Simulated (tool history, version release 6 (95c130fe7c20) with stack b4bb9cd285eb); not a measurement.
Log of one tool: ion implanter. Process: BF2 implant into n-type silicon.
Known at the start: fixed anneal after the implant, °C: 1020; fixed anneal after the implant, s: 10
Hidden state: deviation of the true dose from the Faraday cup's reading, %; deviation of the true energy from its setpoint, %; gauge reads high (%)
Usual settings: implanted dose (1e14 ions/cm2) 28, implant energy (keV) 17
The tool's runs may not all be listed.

run	hour	implanted dose (1e14 ions/cm2)	implant energy (keV)	wafers since the last listed run	hours since the last dose calibration	hours since the extraction supply was calibrated	hours since the gauge calibration	read-back reference wafer on the same gauge, sheet resistance	sheet resistance of the implanted and annealed layer (ohm/square)
1	0	21.46	17	0	1621.5	4260.3	390	179.18	172.8
2	57.6	21.46	17	1288	1679.1	4317.9	447.6	178.97	172.73
3	87.2	25.97	19.5	662	1708.7	4347.5	477.2	179	159.3
4	124.2	25.97	19.5	827	1745.7	4384.5	514.2	178.87	159.14
5	186.5	28	17	1393	1808	4446.8	576.5	178.64	168.36
6	249.6	28	17	1411	1871.1	4509.9	639.6	178.51	168.32
7	282	28	17	724	1903.5	4542.3	672	178.4	168.36
8	333.2	28	17	1145	1954.7	4593.5	723.2	178.31	167.95
9	411.3	28	17	1746	2032.8	4671.6	801.3	178.02	167.77
10	443.5	28	17	720	2065	4703.8	833.5	177.99	167.83
11	481.5	28	17	849	2103	4741.8	871.5	177.81	167.75
12	534.8	28	17	1192	2156.3	4795.1	924.8	177.7	167.66
# hour 590.4: Faraday cup replaced and dose calibrated
13	590.9	23.3	17	1075	0.5	4851.2	980.9	177.5	170.37
14	631.9	28	21	916	41.5	4892.2	1021.9	177.41	152.15
# hour 657.9: gauge calibrated
15	690.9	36.36	12	1319	100.5	4951.2	33	179.61	191.47
16	739.8	21.44	12.5	1093	149.4	5000.1	81.9	179.48	197.41
17	792	21.46	17	1167	201.6	5052.3	134.1	179.33	173.45
# hour 809.1: extraction supply calibrated
18	835.2	32.7	21.5	787	244.8	26.1	177.3	179.23	150.14
19	867.8	21.61	19.5	729	277.4	58.7	209.9	179.15	162.01
20	929.4	28	17	1377	339	120.3	271.5	178.9	169.09
21	961.3	35.7	14	713	370.9	152.2	303.4	178.87	179.49
22	1030.4	28	17	1545	440	221.3	372.5	178.65	168.34
23	1067.5	22.03	15	829	477.1	258.4	409.6	178.62	181.71
24	1111.3	25.97	19.5	979	520.9	302.2	453.4	178.49	159.68
25	1174	36.1	19.5	1402	583.6	364.9	516.1	178.25	154.42

Measured less the same run without the tool's hidden state. The same run-to-run variation is in both; the gauge's scatter may not be:
run	sheet resistance of the implanted and annealed layer (ohm/square)
1	-0.79
2	-0.95
3	-0.95
4	-1.04
5	-1.26
6	-1.43
7	-1.51
8	-1.64
9	-1.84
10	-1.93
11	-2.03
12	-2.16
13	-2.35
14	-2.2
15	-0.41
16	-0.57
17	-0.65
18	-0.65
19	-0.79
20	-0.99
21	-1.14
22	-1.25
23	-1.45
24	-1.38
25	-1.49

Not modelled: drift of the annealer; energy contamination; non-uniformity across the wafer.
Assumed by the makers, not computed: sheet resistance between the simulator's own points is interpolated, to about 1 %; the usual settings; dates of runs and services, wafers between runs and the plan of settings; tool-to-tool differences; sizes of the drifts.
